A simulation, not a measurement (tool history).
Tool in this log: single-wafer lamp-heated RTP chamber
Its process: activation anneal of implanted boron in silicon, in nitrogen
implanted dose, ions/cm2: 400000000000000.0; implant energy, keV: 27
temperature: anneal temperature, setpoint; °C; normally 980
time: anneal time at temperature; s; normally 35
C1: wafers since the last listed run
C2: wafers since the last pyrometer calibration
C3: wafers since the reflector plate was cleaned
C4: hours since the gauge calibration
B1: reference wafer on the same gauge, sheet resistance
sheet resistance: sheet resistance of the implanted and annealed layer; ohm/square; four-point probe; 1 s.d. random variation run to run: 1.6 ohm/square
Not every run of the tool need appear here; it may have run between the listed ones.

Run 1, hour 0.0: usual settings but temperature 969 °C; C1 0; C2 280; C3 5900; C4 79.3; B1 300.52. Result: sheet resistance 321.42 ohm/square.
Run 2, hour 24.8: usual settings; C1 352; C2 633; C3 6252; C4 104.1; B1 300.13. Result: sheet resistance 313.46 ohm/square.
Run 3, hour 51.1: usual settings; C1 373; C2 1007; C3 6626; C4 130.4; B1 299.96. Result: sheet resistance 308.76 ohm/square.
Run 4, hour 76.7: usual settings but temperature 999 °C; C1 363; C2 1371; C3 6990; C4 156.0; B1 300.29. Result: sheet resistance 299.75 ohm/square.
Run 5, hour 103.1: usual settings but temperature 999 °C; C1 375; C2 1746; C3 7366; C4 182.4; B1 299.63. Result: sheet resistance 299.90 ohm/square.
Run 6, hour 124.4: usual settings; C1 302; C2 2049; C3 7668; C4 203.7; B1 300.21. Result: sheet resistance 309.62 ohm/square.
Run 7, hour 150.4: usual settings; C1 369; C2 2419; C3 8038; C4 229.7; B1 300.22. Result: sheet resistance 309.50 ohm/square.
Run 8, hour 169.1: usual settings but time 20 s; C1 265; C2 2684; C3 8304; C4 248.4; B1 299.50. Result: sheet resistance 314.67 ohm/square.
At hour 196.7: pyrometer window cleaned and pyrometer calibrated.
Run 9, hour 203.2: usual settings; C1 371; C2 91; C3 8675; C4 282.5; B1 299.80. Result: sheet resistance 308.57 ohm/square.
Run 10, hour 234.1: usual settings; C1 439; C2 531; C3 9114; C4 313.4; B1 300.18. Result: sheet resistance 311.34 ohm/square.
Run 11, hour 255.8: usual settings; C1 308; C2 839; C3 9423; C4 335.1; B1 299.45. Result: sheet resistance 307.78 ohm/square.
Run 12, hour 268.3: usual settings; C1 177; C2 1017; C3 9601; C4 347.6; B1 299.36. Result: sheet resistance 307.14 ohm/square.
Run 13, hour 283.8: usual settings but time 29 s; C1 220; C2 1237; C3 9821; C4 363.1; B1 300.10. Result: sheet resistance 309.57 ohm/square.
Run 14, hour 309.2: usual settings but time 29 s; C1 361; C2 1599; C3 10182; C4 388.5; B1 300.28. Result: sheet resistance 309.38 ohm/square.
Run 15, hour 336.0: usual settings; C1 381; C2 1980; C3 10563; C4 415.3; B1 300.16. Result: sheet resistance 308.16 ohm/square.
Run 16, hour 352.9: usual settings but temperature 1005 °C, time 51 s; C1 240; C2 2220; C3 10804; C4 432.2; B1 299.27. Result: sheet resistance 298.13 ohm/square.
Run 17, hour 371.2: usual settings but temperature 1004 °C, time 23 s; C1 260; C2 2480; C3 11064; C4 450.5; B1 300.19. Result: sheet resistance 296.39 ohm/square.
At hour 394.1: pyrometer window cleaned and pyrometer calibrated.
Run 18, hour 394.6: usual settings; C1 218; C2 7; C3 11283; C4 473.9; B1 300.25. Result: sheet resistance 308.27 ohm/square.
Run 19, hour 412.3: usual settings but temperature 1003 °C, time 15 s; C1 251; C2 259; C3 11534; C4 491.6; B1 300.01. Result: sheet resistance 301.47 ohm/square.
Run 20, hour 444.9: usual settings but temperature 1005 °C; C1 463; C2 722; C3 11998; C4 524.2; B1 300.41. Result: sheet resistance 297.28 ohm/square.
Run 21, hour 478.6: usual settings but temperature 958 °C, time 24 s; C1 479; C2 1201; C3 12477; C4 557.9; B1 300.35. Result: sheet resistance 336.57 ohm/square.
At hour 505.9: gauge calibrated.
At hour 507.0: reflector plate cleaned.
Run 22, hour 512.9: usual settings but time 29 s; C1 373; C2 1575; C3 84; C4 7.0; B1 299.69. Result: sheet resistance 315.86 ohm/square.
Run 23, hour 544.9: usual settings; C1 454; C2 2030; C3 539; C4 39.0; B1 299.90. Result: sheet resistance 313.01 ohm/square.
Run 24, hour 577.3: usual settings but temperature 1001 °C; C1 460; C2 2491; C3 999; C4 71.4; B1 300.10. Result: sheet resistance 298.77 ohm/square.
At hour 598.3: pyrometer window cleaned and pyrometer calibrated.
Run 25, hour 610.0: usual settings but temperature 992 °C, time 51 s; C1 351; C2 166; C3 1350; C4 104.1; B1 300.48. Result: sheet resistance 302.75 ohm/square.
Run 26, hour 637.6: usual settings; C1 392; C2 559; C3 1743; C4 131.7; B1 300.27. Result: sheet resistance 313.03 ohm/square.
Run 27, hour 653.3: usual settings but temperature 961 °C, time 21 s; C1 223; C2 782; C3 1966; C4 147.4; B1 299.95. Result: sheet resistance 348.75 ohm/square.
Run 28, hour 666.9: usual settings but temperature 1006 °C, time 49 s; C1 193; C2 975; C3 2159; C4 161.0; B1 300.26. Result: sheet resistance 296.67 ohm/square.
Run 29, hour 698.3: usual settings but temperature 992 °C, time 51 s; C1 446; C2 1422; C3 2606; C4 192.4; B1 299.81. Result: sheet resistance 303.05 ohm/square.
Run 30, hour 733.0: usual settings but temperature 959 °C; C1 493; C2 1915; C3 3099; C4 227.1; B1 300.16. Result: sheet resistance 340.69 ohm/square.
Run 31, hour 756.6: usual settings; C1 335; C2 2251; C3 3435; C4 250.7; B1 299.69. Result: sheet resistance 309.00 ohm/square.
Run 32, hour 772.3: usual settings but temperature 953 °C; C1 223; C2 2474; C3 3658; C4 266.4; B1 300.15. Result: sheet resistance 352.21 ohm/square.
Run 33, hour 800.8: usual settings but temperature 970 °C, time 56 s; C1 405; C2 2879; C3 4063; C4 294.9; B1 300.53. Result: sheet resistance 317.45 ohm/square.
At hour 813.0: pyrometer window cleaned and pyrometer calibrated.
Run 34, hour 824.0: usual settings but temperature 1009 °C, time 22 s; C1 216; C2 156; C3 4279; C4 318.1; B1 299.93. Result: sheet resistance 298.79 ohm/square.
Run 35, hour 858.7: usual settings but temperature 961 °C, time 20 s; C1 493; C2 649; C3 4773; C4 352.8; B1 300.38. Result: sheet resistance 347.41 ohm/square.
Run 36, hour 880.8: usual settings but temperature 967 °C, time 54 s; C1 314; C2 963; C3 5087; C4 374.9; B1 300.06. Result: sheet resistance 320.78 ohm/square.
Run 37, hour 904.8: usual settings but temperature 961 °C, time 20 s; C1 341; C2 1304; C3 5428; C4 398.9; B1 299.93. Result: sheet resistance 344.77 ohm/square.

Run-by-run hidden state of the tool:
true wafer temperature minus pyrometer reading, K: 0 across all the runs
gauge reads high (%): 0 across all the runs
H1: wafer temperature error from the tarnished reflector plate, K
run     H1
  1   4.31
  2   4.54
  3   4.78
  4   5.01
  5   5.25
  6   5.44
  7   5.68
  8   5.85
  9   6.16
 10   6.44
 11   6.63
 12   6.75
 13   6.89
 14   7.12
 15   7.36
 16   7.51
 17   7.68
 18   7.89
 19   8.05
 20   8.35
 21   8.66
 22  0.743
 23   1.03
 24   1.33
 25   1.62
 26   1.87
 27   2.02
 28   2.14
 29   2.43
 30   2.74
 31   2.95
 32    3.1
 33   3.36
 34   3.57
 35   3.88
 36   4.08
 37    4.3
